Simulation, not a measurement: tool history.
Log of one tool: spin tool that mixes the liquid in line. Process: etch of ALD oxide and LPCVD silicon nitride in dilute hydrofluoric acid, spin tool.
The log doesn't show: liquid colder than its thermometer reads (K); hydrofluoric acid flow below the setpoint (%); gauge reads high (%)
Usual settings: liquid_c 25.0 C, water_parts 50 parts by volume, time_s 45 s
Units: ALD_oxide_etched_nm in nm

run	hour	liquid_c	water_parts	time_s	wafers since the last listed run	hours since the thermometer was replaced	hours since the hydrofluoric acid flow meter was replaced	hours since the gauge calibration	read-back film thickness of the ALD oxide reference wafer, read on the same gauge (nm)	ALD_oxide_etched_nm
1	0.0	25.0	50	45	0	1785.7	1004.9	529.3	129.21	14.18
2	53.7	25.0	50	45	693	1839.4	1058.6	583.0	128.96	14.18
3	139.3	21.5	60	45	1105	1925.0	1144.2	668.6	128.51	10.08
4	216.3	25.0	50	40	994	2002.0	1221.2	745.6	128.05	12.56
5	275.4	25.0	50	40	763	2061.1	1280.3	804.7	127.66	12.58
6	348.1	25.0	50	40	938	2133.8	1353.0	877.4	127.15	12.57
7	408.0	25.0	50	45	773	2193.7	1412.9	937.3	126.70	14.11
# hour 500.1: gauge calibrated
8	531.6	25.0	50	45	1596	2317.3	1536.5	31.5	129.55	14.30
9	623.7	25.0	50	45	1189	2409.4	1628.6	123.6	129.48	14.18
# hour 639.6: hydrofluoric acid flow meter replaced
10	704.6	25.0	50	45	1031	2490.3	65.0	204.5	129.36	14.39
11	742.4	25.0	40	45	488	2528.1	102.8	242.3	129.31	18.00
12	834.8	25.0	55	45	1193	2620.5	195.2	334.7	129.09	12.98
13	902.0	25.0	55	45	867	2687.7	262.4	401.9	128.87	12.82
14	977.3	20.0	50	60	972	2763.0	337.7	477.2	128.59	15.18
15	1039.5	25.0	50	30	803	2825.2	399.9	539.4	128.31	9.52
# hour 1049.3: thermometer replaced
16	1104.0	27.5	40	30	820	54.7	464.4	603.9	128.02	13.24
17	1365.6	25.0	50	45	3378	316.3	726.0	865.5	126.38	13.96
18	1449.4	25.0	50	45	1082	400.1	809.8	949.3	125.77	13.81
19	1529.6	29.5	65	25	1035	480.3	890.0	1029.5	125.11	6.96
# hour 1546.1: gauge calibrated
20	1583.2	23.0	30	25	692	533.9	943.6	37.1	130.36	12.71
21	1628.0	25.0	50	45	578	578.7	988.4	81.9	130.34	14.35
22	1727.8	25.0	50	45	1288	678.5	1088.2	181.7	130.24	14.54
23	1774.5	25.0	50	55	603	725.2	1134.9	228.4	130.17	17.66
24	1879.0	25.0	50	45	1349	829.7	1239.4	332.9	129.93	14.22
25	1957.0	26.5	50	45	1007	907.7	1317.4	410.9	129.66	15.09
# hour 2018.1: hydrofluoric acid flow meter replaced
26	2029.8	25.0	60	45	927	980.5	11.7	483.7	129.39	11.71
27	2113.6	20.0	30	60	1082	1064.3	95.5	567.5	129.02	26.52

Forecast each of these 3 alternatives for the next run:
A	2114.0	25.0	50	45	5	1064.7	95.9	567.9	?	?
B	2114.0	22.0	70	60	5	1064.7	95.9	567.9	?	?
C	2114.0	26.5	30	25	5	1064.7	95.9	567.9	?	?

run	read-back film thickness of the ALD oxide reference wafer, read on the same gauge (nm)	ALD_oxide_etched_nm
A	129.01	14.23
B	129.01	11.68
C	129.01	14.41
Without the tool's hidden state the same runs would have given:
run	ALD_oxide_etched_nm
A	14.34
B	11.77
C	14.52
